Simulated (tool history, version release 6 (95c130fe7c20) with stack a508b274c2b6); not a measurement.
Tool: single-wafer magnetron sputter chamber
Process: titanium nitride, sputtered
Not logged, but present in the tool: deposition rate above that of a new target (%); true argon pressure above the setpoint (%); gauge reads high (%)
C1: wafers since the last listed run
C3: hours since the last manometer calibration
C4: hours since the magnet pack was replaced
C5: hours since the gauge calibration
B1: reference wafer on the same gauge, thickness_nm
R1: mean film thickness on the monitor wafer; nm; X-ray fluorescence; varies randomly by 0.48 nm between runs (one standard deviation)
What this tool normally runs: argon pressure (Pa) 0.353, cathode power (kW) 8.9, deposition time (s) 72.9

{"run": 1, "hour": 0.0, "argon pressure (Pa)": 0.353, "cathode power (kW)": 8.9, "deposition time (s)": 65.5, "C1": 0, "wafers on the sputter target": 1765, "C3": 2075.4, "C4": 9951.7, "C5": 777.6, "B1": 126.06, "R1": 106.381}
{"run": 2, "hour": 25.9, "argon pressure (Pa)": 0.353, "cathode power (kW)": 8.9, "deposition time (s)": 65.5, "C1": 330, "wafers on the sputter target": 2095, "C3": 2101.3, "C4": 9977.6, "C5": 803.5, "B1": 125.955, "R1": 107.544}
{"run": 3, "hour": 58.8, "argon pressure (Pa)": 0.353, "cathode power (kW)": 8.9, "deposition time (s)": 72.9, "C1": 419, "wafers on the sputter target": 2515, "C3": 2134.2, "C4": 10010.5, "C5": 836.4, "B1": 126.25, "R1": 119.603}
{"run": 4, "hour": 90.5, "argon pressure (Pa)": 0.353, "cathode power (kW)": 8.9, "deposition time (s)": 72.9, "C1": 404, "wafers on the sputter target": 2919, "C3": 2165.9, "C4": 10042.2, "C5": 868.1, "B1": 125.939, "R1": 119.037}
{"run": 5, "hour": 120.1, "argon pressure (Pa)": 0.353, "cathode power (kW)": 8.9, "deposition time (s)": 72.9, "C1": 377, "wafers on the sputter target": 3296, "C3": 2195.5, "C4": 10071.8, "C5": 897.7, "B1": 125.946, "R1": 118.375}
{"run": 6, "hour": 155.6, "argon pressure (Pa)": 0.353, "cathode power (kW)": 10.4, "deposition time (s)": 72.9, "C1": 452, "wafers on the sputter target": 3749, "C3": 2231, "C4": 10107.3, "C5": 933.2, "B1": 125.924, "R1": 135.38}
{"run": 7, "hour": 185.5, "argon pressure (Pa)": 0.353, "cathode power (kW)": 10.4, "deposition time (s)": 72.9, "C1": 381, "wafers on the sputter target": 4130, "C3": 2260.9, "C4": 10137.2, "C5": 963.1, "B1": 125.96, "R1": 134.395}
{"run": 8, "hour": 202.7, "argon pressure (Pa)": 0.353, "cathode power (kW)": 10.4, "deposition time (s)": 72.9, "C1": 219, "wafers on the sputter target": 4350, "C3": 2278.1, "C4": 10154.4, "C5": 980.3, "B1": 125.862, "R1": 134.684}
{"run": 9, "hour": 222.3, "argon pressure (Pa)": 0.353, "cathode power (kW)": 10.15, "deposition time (s)": 72.9, "C1": 249, "wafers on the sputter target": 4600, "C3": 2297.7, "C4": 10174, "C5": 999.9, "B1": 126.026, "R1": 132.751}
{"run": 10, "hour": 239.9, "argon pressure (Pa)": 0.4, "cathode power (kW)": 7.75, "deposition time (s)": 72.9, "C1": 224, "wafers on the sputter target": 4824, "C3": 2315.3, "C4": 10191.6, "C5": 1017.5, "B1": 125.88, "R1": 104.067}
{"hour": 244.6, "done": "gauge calibrated"}
{"run": 11, "hour": 268.5, "argon pressure (Pa)": 0.353, "cathode power (kW)": 9.65, "deposition time (s)": 72.9, "C1": 364, "wafers on the sputter target": 5189, "C3": 2343.9, "C4": 10220.2, "C5": 23.9, "B1": 126.184, "R1": 126.783}
{"run": 12, "hour": 281.1, "argon pressure (Pa)": 0.353, "cathode power (kW)": 9.65, "deposition time (s)": 72.9, "C1": 160, "wafers on the sputter target": 5349, "C3": 2356.5, "C4": 10232.8, "C5": 36.5, "B1": 125.955, "R1": 126.237}
{"run": 13, "hour": 308.5, "argon pressure (Pa)": 0.353, "cathode power (kW)": 9.65, "deposition time (s)": 72.9, "C1": 349, "wafers on the sputter target": 5699, "C3": 2383.9, "C4": 10260.2, "C5": 63.9, "B1": 125.868, "R1": 126.773}
{"run": 14, "hour": 333.2, "argon pressure (Pa)": 0.353, "cathode power (kW)": 8.35, "deposition time (s)": 69.1, "C1": 314, "wafers on the sputter target": 6014, "C3": 2408.6, "C4": 10284.9, "C5": 88.6, "B1": 126.042, "R1": 105.73}
{"run": 15, "hour": 345.7, "argon pressure (Pa)": 0.353, "cathode power (kW)": 10.1, "deposition time (s)": 72.9, "C1": 159, "wafers on the sputter target": 6173, "C3": 2421.1, "C4": 10297.4, "C5": 101.1, "B1": 126.163, "R1": 132.009}
{"hour": 363.7, "done": "capacitance manometer re-zeroed and calibrated"}
{"run": 16, "hour": 370.3, "argon pressure (Pa)": 0.353, "cathode power (kW)": 10.1, "deposition time (s)": 72.9, "C1": 211, "wafers on the sputter target": 6385, "C3": 6.6, "C4": 10322, "C5": 125.7, "B1": 125.983, "R1": 131.25}
{"run": 17, "hour": 392.7, "argon pressure (Pa)": 0.353, "cathode power (kW)": 8.9, "deposition time (s)": 72.9, "C1": 285, "wafers on the sputter target": 6671, "C3": 29, "C4": 10344.4, "C5": 148.1, "B1": 126.004, "R1": 117.413}
{"run": 18, "hour": 417.7, "argon pressure (Pa)": 0.353, "cathode power (kW)": 8.9, "deposition time (s)": 72.9, "C1": 318, "wafers on the sputter target": 6989, "C3": 54, "C4": 10369.4, "C5": 173.1, "B1": 126.019, "R1": 117.582}

Expected results for the next run?
{"run": 19, "hour": 442.8, "argon pressure (Pa)": 0.294, "cathode power (kW)": 10.6, "deposition time (s)": 85, "C1": 320, "wafers on the sputter target": 7309, "C3": 79.1, "C4": 10394.5, "C5": 198.2, "B1": "?", "R1": "?"}

Run 19 produced B1 126.007, R1 160.849 nm.
With the hidden condition absent and the run-to-run variation left alone, this run would have shown R1 163.743 nm.

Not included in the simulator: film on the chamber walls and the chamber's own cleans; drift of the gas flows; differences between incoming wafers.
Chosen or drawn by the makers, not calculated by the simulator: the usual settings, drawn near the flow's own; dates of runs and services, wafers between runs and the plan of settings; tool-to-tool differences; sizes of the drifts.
